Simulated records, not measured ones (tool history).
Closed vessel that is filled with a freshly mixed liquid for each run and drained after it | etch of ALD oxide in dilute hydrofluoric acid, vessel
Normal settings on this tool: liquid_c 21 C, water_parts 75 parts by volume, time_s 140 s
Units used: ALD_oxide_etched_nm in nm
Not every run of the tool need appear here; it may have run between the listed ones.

| run | hour | liquid_c | water_parts | time_s | read-back film thickness of the ALD oxide reference wafer, read on the same gauge (nm) | ALD_oxide_etched_nm |
|---|---|---|---|---|---|---|
| 1 | 0 | 17 | 45 | 140 | 59.99 | 59.67 |
| 2 | 10 | 17 | 45 | 140 | 59.99 | 60.48 |
| 3 | 16.3 | 17 | 45 | 140 | 60.01 | 60.61 |
| 4 | 22.3 | 21 | 75 | 75 | 59.99 | 22.14 |
| 5 | 33.3 | 21 | 75 | 75 | 60.04 | 22.12 |
| 6 | 42.1 | 21 | 105 | 140 | 60 | 28.29 |
| 7 | 76.4 | 21 | 105 | 140 | 59.96 | 28.79 |
| 8 | 94.4 | 21 | 105 | 140 | 59.99 | 28.57 |
| 9 | 101.2 | 21 | 65 | 140 | 60 | 48.95 |
| 10 | 115 | 21 | 65 | 140 | 60.02 | 49.22 |
|  | 121 | gauge calibrated |
|  | 127.6 | thermometer replaced |
| 11 | 129.5 | 21 | 65 | 140 | 60.02 | 43.76 |
| 12 | 140.5 | 21 | 75 | 90 | 60 | 24.04 |
| 13 | 147.8 | 21 | 75 | 140 | 59.99 | 36.89 |
| 14 | 161 | 21 | 75 | 140 | 59.99 | 36.93 |
| 15 | 170.3 | 17.5 | 90 | 105 | 60.01 | 19.76 |
| 16 | 179.5 | 17 | 75 | 75 | 60.03 | 16.99 |
| 17 | 195.2 | 25 | 100 | 115 | 59.99 | 26.37 |
| 18 | 206.9 | 21 | 65 | 140 | 59.99 | 43.48 |
| 19 | 224.7 | 21 | 75 | 140 | 60.01 | 37.61 |
|  | 233.1 | hydrofluoric acid flow meter replaced |
| 20 | 241.4 | 21 | 75 | 140 | 59.99 | 37.24 |
| 21 | 254 | 25.5 | 105 | 140 | 59.97 | 30.97 |
| 22 | 271.3 | 17.5 | 95 | 65 | 60.02 | 11.68 |
| 23 | 284.2 | 22.5 | 60 | 140 | 60.01 | 50.95 |
| 24 | 293.9 | 21 | 75 | 85 | 60.01 | 23.13 |
| 25 | 307.4 | 24.5 | 75 | 140 | 59.99 | 43.72 |

Below are 4 alternative next runs, each starting from the tool's condition after run 25. Predict each:
| A | 308.1 | 21 | 75 | 210 | ? | ? |
| B | 308.1 | 21 | 75 | 170 | ? | ? |
| C | 308.1 | 21 | 95 | 100 | ? | ? |
| D | 308.1 | 19 | 75 | 115 | ? | ? |

| run | read-back film thickness of the ALD oxide reference wafer, read on the same gauge (nm) | ALD_oxide_etched_nm |
|---|---|---|
| A | 60.01 | 57.33 |
| B | 60.01 | 46.41 |
| C | 60.01 | 21.05 |
| D | 60.01 | 28.89 |
Had the tool no hidden state, the same runs would have come out as:
| run | ALD_oxide_etched_nm |
|---|---|
| A | 56 |
| B | 45.33 |
| C | 20.57 |
| D | 28.21 |

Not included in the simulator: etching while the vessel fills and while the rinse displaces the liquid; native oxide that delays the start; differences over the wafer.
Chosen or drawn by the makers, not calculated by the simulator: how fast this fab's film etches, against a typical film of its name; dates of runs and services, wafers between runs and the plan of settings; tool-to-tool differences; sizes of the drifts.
